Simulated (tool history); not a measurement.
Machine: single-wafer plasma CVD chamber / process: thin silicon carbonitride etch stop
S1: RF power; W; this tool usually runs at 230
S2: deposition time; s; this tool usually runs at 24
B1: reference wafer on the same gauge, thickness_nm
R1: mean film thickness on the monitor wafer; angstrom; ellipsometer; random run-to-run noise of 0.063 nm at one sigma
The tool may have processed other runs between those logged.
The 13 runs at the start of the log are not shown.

{"run": 14, "hour": 724.5, "S1": 230, "S2": 24, "B1": 11.073, "R1": 136.33}
{"run": 15, "hour": 775.5, "S1": 205, "S2": 26.3, "B1": 11.063, "R1": 146.53}
{"run": 16, "hour": 843.0, "S1": 230, "S2": 20.7, "B1": 11.048, "R1": 116.71}
{"run": 17, "hour": 892.4, "S1": 265, "S2": 22.6, "B1": 11.054, "R1": 132.13}
{"run": 18, "hour": 991.3, "S1": 270, "S2": 28.8, "B1": 11.08, "R1": 167.99}
{"run": 19, "hour": 1039.7, "S1": 230, "S2": 24, "B1": 11.051, "R1": 137.04}
{"run": 20, "hour": 1072.1, "S1": 220, "S2": 28.7, "B1": 11.052, "R1": 162.13}
{"hour": 1104.4, "done": "RF generator calibrated"}
{"hour": 1143.9, "done": "thermocouple changed; heater temperature recalibrated"}
{"run": 21, "hour": 1144.4, "S1": 245, "S2": 20.2, "B1": 11.049, "R1": 116.51}
{"hour": 1166.4, "done": "gauge calibrated"}
{"run": 22, "hour": 1179.3, "S1": 275, "S2": 19.4, "B1": 11.337, "R1": 116.97}
{"run": 23, "hour": 1231.2, "S1": 250, "S2": 22.5, "B1": 11.302, "R1": 131.84}
{"run": 24, "hour": 1287.7, "S1": 210, "S2": 28.3, "B1": 11.293, "R1": 161.62}
{"run": 25, "hour": 1331.1, "S1": 260, "S2": 26.1, "B1": 11.282, "R1": 154.3}
{"run": 26, "hour": 1378.5, "S1": 195, "S2": 28.4, "B1": 11.277, "R1": 161.24}
{"run": 27, "hour": 1425.0, "S1": 230, "S2": 24, "B1": 11.271, "R1": 139.43}
{"run": 28, "hour": 1491.0, "S1": 260, "S2": 24, "B1": 11.227, "R1": 141.22}

Run 29 has not been measured yet. What should we expect?
{"run": 29, "hour": 1553.4, "S1": 230, "S2": 24, "B1": "?", "R1": "?"}

{"run 29": {"B1": 11.231, "R1": 140.38}}
Were there no unlogged condition in the tool, this run, its random variation unchanged, would have produced R1 141.23 angstrom.

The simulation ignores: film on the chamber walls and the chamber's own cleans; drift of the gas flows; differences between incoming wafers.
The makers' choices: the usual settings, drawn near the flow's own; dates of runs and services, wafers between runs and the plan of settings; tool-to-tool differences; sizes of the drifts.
